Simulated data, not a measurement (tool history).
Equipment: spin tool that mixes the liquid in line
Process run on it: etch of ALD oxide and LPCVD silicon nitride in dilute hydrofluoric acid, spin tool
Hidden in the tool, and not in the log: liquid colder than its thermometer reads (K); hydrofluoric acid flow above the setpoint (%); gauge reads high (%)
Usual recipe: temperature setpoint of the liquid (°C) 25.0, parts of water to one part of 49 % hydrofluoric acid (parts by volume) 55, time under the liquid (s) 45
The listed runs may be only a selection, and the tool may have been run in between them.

run   hour  temperature setpoint of the liquid (°C)  parts of water to one part of 49 % hydrofluoric acid (parts by volume)  time under the liquid (s)  wafers since the last listed run  hours since the thermometer was replaced  hours since the hydrofluoric acid flow meter was replaced  hours since the gauge calibration  read-back film thickness of the ALD oxide reference wafer, read on the same gauge (nm)  read-back film thickness of the LPCVD silicon nitride reference wafer, read on the same gauge (nm)  thickness taken off the ALD oxide on a monitor wafer (nm)  thickness taken off the LPCVD silicon nitride on a monitor wafer (nm)
  1    0.0                                     28.5                                                                      35                         45                                 0                                    1702.8                                                     1368.7                               29.5                                                                                   99.98                                                                                             139.980                                                      43.05                                                                  1.238
  2   14.6                                     23.0                                                                      55                         45                               193                                    1717.4                                                     1383.3                               44.1                                                                                  100.01                                                                                             139.988                                                      21.10                                                                  0.528
  3   53.4                                     23.0                                                                      55                         45                               513                                    1756.2                                                     1422.1                               82.9                                                                                   99.99                                                                                             140.000                                                      21.19                                                                  0.497
  4   84.1                                     23.0                                                                      55                         45                               406                                    1786.9                                                     1452.8                              113.6                                                                                   99.99                                                                                             139.999                                                      20.94                                                                  0.462
  5   97.8                                     25.0                                                                      55                         45                               181                                    1800.6                                                     1466.5                              127.3                                                                                  100.02                                                                                             140.007                                                      22.84                                                                  0.545
  6  105.7                                     28.5                                                                      55                         45                               104                                    1808.5                                                     1474.4                              135.2                                                                                   99.99                                                                                             139.989                                                      26.32                                                                  0.686
     115.0  -- hydrofluoric acid flow meter replaced
     116.6  -- gauge calibrated
  7  116.7                                     28.5                                                                      55                         45                               132                                    1819.5                                                        1.7                                0.1                                                                                   99.99                                                                                             140.005                                                      26.30                                                                  0.787
  8  126.5                                     25.0                                                                      55                         45                               129                                    1829.3                                                       11.5                                9.9                                                                                  100.01                                                                                             140.012                                                      22.76                                                                  0.605
  9  141.4                                     25.0                                                                      55                         45                               197                                    1844.2                                                       26.4                               24.8                                                                                   99.99                                                                                             140.012                                                      22.88                                                                  0.599
 10  156.6                                     25.0                                                                      55                         45                               201                                    1859.4                                                       41.6                               40.0                                                                                   99.99                                                                                             140.012                                                      22.89                                                                  0.566
 11  164.8                                     25.0                                                                      55                         40                               108                                    1867.6                                                       49.8                               48.2                                                                                  100.03                                                                                             139.991                                                      20.50                                                                  0.543

The next listed run, before its measurement:
     174.0  -- thermometer replaced
 12  182.4                                     21.0                                                                      65                         60                               219                                       8.4                                                       67.4                               65.8                                                                                       ?                                                                                                   ?                                                          ?                                                                      ?

Run 12 came out at read-back film thickness of the ALD oxide reference wafer, read on the same gauge (nm) 100.04, read-back film thickness of the LPCVD silicon nitride reference wafer, read on the same gauge (nm) 140.018, thickness taken off the ALD oxide on a monitor wafer (nm) 21.56, thickness taken off the LPCVD silicon nitride on a monitor wafer (nm) 0.572.
The same run, on a tool lacking any hidden state, would have yielded thickness taken off the ALD oxide on a monitor wafer (nm) 21.56, thickness taken off the LPCVD silicon nitride on a monitor wafer (nm) 0.572.
